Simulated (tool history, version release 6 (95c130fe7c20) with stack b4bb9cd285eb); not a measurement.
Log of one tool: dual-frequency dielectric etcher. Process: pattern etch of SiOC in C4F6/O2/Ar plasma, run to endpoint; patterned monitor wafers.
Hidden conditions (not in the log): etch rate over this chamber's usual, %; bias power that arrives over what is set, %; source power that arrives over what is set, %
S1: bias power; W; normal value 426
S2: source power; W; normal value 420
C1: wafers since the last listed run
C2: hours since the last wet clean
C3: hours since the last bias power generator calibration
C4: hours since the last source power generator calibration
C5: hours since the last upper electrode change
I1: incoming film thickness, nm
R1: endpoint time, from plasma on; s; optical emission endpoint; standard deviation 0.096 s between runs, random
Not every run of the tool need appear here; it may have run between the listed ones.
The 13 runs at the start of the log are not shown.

-- day=16.079 source power generator calibrated
-- day=16.800 upper electrode replaced
run 14 day=16.817 | S1=498 S2=370 | C1=191 C2=188.3 C3=120.4 C4=17.7 C5=0.4 | I1=34.39 | R1=11.9
run 15 day=18.125 | S1=426 S2=420 | C1=536 C2=219.7 C3=151.8 C4=49.1 C5=31.8 | I1=34.48 | R1=12.0
run 16 day=19.250 | S1=517 S2=420 | C1=461 C2=246.7 C3=178.8 C4=76.1 C5=58.8 | I1=34.76 | R1=11.3
run 17 day=20.312 | S1=372 S2=340 | C1=436 C2=272.2 C3=204.3 C4=101.6 C5=84.3 | I1=34.33 | R1=14.1
run 18 day=24.162 | S1=426 S2=450 | C1=1579 C2=364.6 C3=296.7 C4=194.0 C5=176.7 | I1=34.67 | R1=12.1
-- day=25.417 wet clean of the chamber
run 19 day=25.438 | S1=426 S2=420 | C1=112 C2=0.5 C3=327.3 C4=224.6 C5=207.3 | I1=34.52 | R1=12.0
run 20 day=25.888 | S1=382 S2=420 | C1=184 C2=11.3 C3=338.1 C4=235.4 C5=218.1 | I1=34.51 | R1=12.4
run 21 day=26.621 | S1=474 S2=340 | C1=300 C2=28.9 C3=355.7 C4=253.0 C5=235.7 | I1=35.09 | R1=13.0
run 22 day=27.804 | S1=474 S2=340 | C1=485 C2=57.3 C3=384.1 C4=281.4 C5=264.1 | I1=34.28 | R1=12.7
run 23 day=28.354 | S1=362 S2=420 | C1=225 C2=70.5 C3=397.3 C4=294.6 C5=277.3 | I1=34.40 | R1=12.8
run 24 day=28.958 | S1=519 S2=420 | C1=247 C2=85.0 C3=411.8 C4=309.1 C5=291.8 | I1=34.74 | R1=11.1
run 25 day=30.383 | S1=469 S2=420 | C1=584 C2=119.2 C3=446.0 C4=343.3 C5=326.0 | I1=34.04 | R1=11.4
run 26 day=33.112 | S1=476 S2=350 | C1=1119 C2=184.7 C3=511.5 C4=408.8 C5=391.5 | I1=34.17 | R1=12.6
run 27 day=33.717 | S1=331 S2=350 | C1=247 C2=199.2 C3=526.0 C4=423.3 C5=406.0 | I1=34.59 | R1=14.9
run 28 day=37.454 | S1=392 S2=490 | C1=1533 C2=288.9 C3=615.7 C4=513.0 C5=495.7 | I1=34.42 | R1=11.9
run 29 day=38.250 | S1=426 S2=420 | C1=326 C2=308.0 C3=634.8 C4=532.1 C5=514.8 | I1=34.44 | R1=12.4
run 30 day=39.425 | S1=481 S2=420 | C1=482 C2=336.2 C3=663.0 C4=560.3 C5=543.0 | I1=34.18 | R1=11.7
-- day=41.417 wet clean of the chamber
run 31 day=41.438 | S1=380 S2=380 | C1=415 C2=0.5 C3=711.3 C4=608.6 C5=591.3 | I1=34.51 | R1=13.2
run 32 day=42.042 | S1=374 S2=320 | C1=247 C2=15.0 C3=725.8 C4=623.1 C5=605.8 | I1=34.23 | R1=14.4
run 33 day=42.654 | S1=361 S2=370 | C1=251 C2=29.7 C3=740.5 C4=637.8 C5=620.5 | I1=34.63 | R1=13.8
run 34 day=44.004 | S1=359 S2=420 | C1=553 C2=62.1 C3=772.9 C4=670.2 C5=652.9 | I1=34.35 | R1=13.0
run 35 day=44.862 | S1=426 S2=390 | C1=352 C2=82.7 C3=793.5 C4=690.8 C5=673.5 | I1=34.44 | R1=12.7

Each row is a separate what-if for the run after 35, all from the same tool condition, not one after another. Results?
run A day=44.879 | S1=426 S2=420 | C1=6 C2=83.1 C3=793.9 C4=691.2 C5=673.9 | I1=34.72 | R1=?
run B day=44.879 | S1=366 S2=500 | C1=6 C2=83.1 C3=793.9 C4=691.2 C5=673.9 | I1=34.72 | R1=?
run C day=44.879 | S1=335 S2=480 | C1=6 C2=83.1 C3=793.9 C4=691.2 C5=673.9 | I1=34.72 | R1=?
run D day=44.879 | S1=523 S2=490 | C1=6 C2=83.1 C3=793.9 C4=691.2 C5=673.9 | I1=34.72 | R1=?

run=A R1=12.2
run=B R1=12.0
run=C R1=12.6
run=D R1=10.4
With no hidden state in the tool, these same runs would have given:
run=A R1=12.0
run=B R1=11.7
run=C R1=12.4
run=D R1=10.3

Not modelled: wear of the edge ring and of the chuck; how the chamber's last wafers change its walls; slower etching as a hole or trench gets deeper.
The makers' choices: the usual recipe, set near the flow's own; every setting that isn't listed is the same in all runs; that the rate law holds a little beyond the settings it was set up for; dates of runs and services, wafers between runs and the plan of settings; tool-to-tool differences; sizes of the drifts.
